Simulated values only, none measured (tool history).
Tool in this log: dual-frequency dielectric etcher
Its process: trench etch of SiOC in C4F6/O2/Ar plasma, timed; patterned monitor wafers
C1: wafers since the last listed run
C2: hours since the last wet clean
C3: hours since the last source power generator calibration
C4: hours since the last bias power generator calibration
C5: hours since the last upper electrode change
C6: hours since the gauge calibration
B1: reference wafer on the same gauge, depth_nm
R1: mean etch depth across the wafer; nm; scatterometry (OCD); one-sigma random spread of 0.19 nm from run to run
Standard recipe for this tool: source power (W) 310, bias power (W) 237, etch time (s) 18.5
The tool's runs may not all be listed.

run 1 hour=0.0 | source_power_(W)=340 bias_power_(W)=214 etch_time_(s)=18.5 | C1=0 C2=547.1 C3=4250.0 C4=1278.8 C5=2345.5 C6=138.0 | B1=47.01 | R1=39.39
run 2 hour=77.5 | source_power_(W)=340 bias_power_(W)=214 etch_time_(s)=18.5 | C1=1204 C2=624.6 C3=4327.5 C4=1356.3 C5=2423.0 C6=215.5 | B1=46.98 | R1=39.74
-- hour=119.1 wet clean of the chamber
run 3 hour=171.6 | source_power_(W)=340 bias_power_(W)=214 etch_time_(s)=18.5 | C1=1089 C2=52.5 C3=4421.6 C4=1450.4 C5=2517.1 C6=309.6 | B1=47.10 | R1=39.44
run 4 hour=237.4 | source_power_(W)=310 bias_power_(W)=237 etch_time_(s)=18.5 | C1=1022 C2=118.3 C3=4487.4 C4=1516.2 C5=2582.9 C6=375.4 | B1=47.10 | R1=40.37
run 5 hour=341.8 | source_power_(W)=310 bias_power_(W)=237 etch_time_(s)=18.5 | C1=1623 C2=222.7 C3=4591.8 C4=1620.6 C5=2687.3 C6=479.8 | B1=47.24 | R1=40.59
run 6 hour=439.7 | source_power_(W)=310 bias_power_(W)=237 etch_time_(s)=18.5 | C1=1521 C2=320.6 C3=4689.7 C4=1718.5 C5=2785.2 C6=577.7 | B1=47.29 | R1=40.75
run 7 hour=521.1 | source_power_(W)=260 bias_power_(W)=237 etch_time_(s)=18.5 | C1=1265 C2=402.0 C3=4771.1 C4=1799.9 C5=2866.6 C6=659.1 | B1=47.38 | R1=38.07
-- hour=534.8 source power generator calibrated
run 8 hour=619.5 | source_power_(W)=260 bias_power_(W)=237 etch_time_(s)=18.5 | C1=1467 C2=500.4 C3=84.7 C4=1898.3 C5=2965.0 C6=757.5 | B1=47.54 | R1=37.92
-- hour=646.3 upper electrode replaced
run 9 hour=706.5 | source_power_(W)=310 bias_power_(W)=237 etch_time_(s)=15.5 | C1=979 C2=587.4 C3=171.7 C4=1985.3 C5=60.2 C6=844.5 | B1=47.79 | R1=34.43
run 10 hour=767.7 | source_power_(W)=310 bias_power_(W)=237 etch_time_(s)=18.5 | C1=951 C2=648.6 C3=232.9 C4=2046.5 C5=121.4 C6=905.7 | B1=47.84 | R1=41.27
run 11 hour=818.4 | source_power_(W)=310 bias_power_(W)=188 etch_time_(s)=14.5 | C1=788 C2=699.3 C3=283.6 C4=2097.2 C5=172.1 C6=956.4 | B1=48.09 | R1=28.36
-- hour=854.6 wet clean of the chamber
run 12 hour=884.7 | source_power_(W)=310 bias_power_(W)=237 etch_time_(s)=22.5 | C1=657 C2=30.1 C3=349.9 C4=2163.5 C5=238.4 C6=1022.7 | B1=48.18 | R1=50.00
run 13 hour=949.7 | source_power_(W)=310 bias_power_(W)=237 etch_time_(s)=18.5 | C1=1010 C2=95.1 C3=414.9 C4=2228.5 C5=303.4 C6=1087.7 | B1=48.47 | R1=41.36
run 14 hour=996.8 | source_power_(W)=250 bias_power_(W)=252 etch_time_(s)=22.5 | C1=732 C2=142.2 C3=462.0 C4=2275.6 C5=350.5 C6=1134.8 | B1=48.54 | R1=47.95
-- hour=1006.9 bias power generator calibrated
run 15 hour=1045.6 | source_power_(W)=310 bias_power_(W)=237 etch_time_(s)=18.5 | C1=696 C2=191.0 C3=510.8 C4=38.7 C5=399.3 C6=1183.6 | B1=48.63 | R1=41.51
-- hour=1119.7 gauge calibrated
run 16 hour=1141.3 | source_power_(W)=270 bias_power_(W)=183 etch_time_(s)=21.5 | C1=1487 C2=286.7 C3=606.5 C4=134.4 C5=495.0 C6=21.6 | B1=46.45 | R1=37.61
run 17 hour=1248.6 | source_power_(W)=270 bias_power_(W)=280 etch_time_(s)=18.5 | C1=1668 C2=394.0 C3=713.8 C4=241.7 C5=602.3 C6=128.9 | B1=46.45 | R1=41.48
run 18 hour=1318.4 | source_power_(W)=380 bias_power_(W)=237 etch_time_(s)=18.5 | C1=1085 C2=463.8 C3=783.6 C4=311.5 C5=672.1 C6=198.7 | B1=46.51 | R1=43.52
run 19 hour=1411.3 | source_power_(W)=270 bias_power_(W)=221 etch_time_(s)=15.5 | C1=1444 C2=556.7 C3=876.5 C4=404.4 C5=765.0 C6=291.6 | B1=46.56 | R1=30.36

How would selected steps in R1 from run to run divide? Give the signed amount a tool lacking its hidden state would still show from settings, what came in and random variation, and the signed amount left for the hidden state, including any gauge scatter that is not in both of the compared results.
What the log doesn't record here: etch rate over this chamber's usual, %; source power that arrives over what is set, %; bias power that arrives over what is set, %; gauge reads high (%).
Run 11 -> 12: bias power (W) 188 -> 237, etch time (s) 14.5 -> 22.5, wet clean of the chamber. R1 +21.64 nm: hidden state +0.90, all else +20.74.
Run 15 -> 16: source power (W) 310 -> 270, bias power (W) 237 -> 183, etch time (s) 18.5 -> 21.5, gauge calibrated. R1 -3.90 nm: hidden state -1.90, all else -2.00.
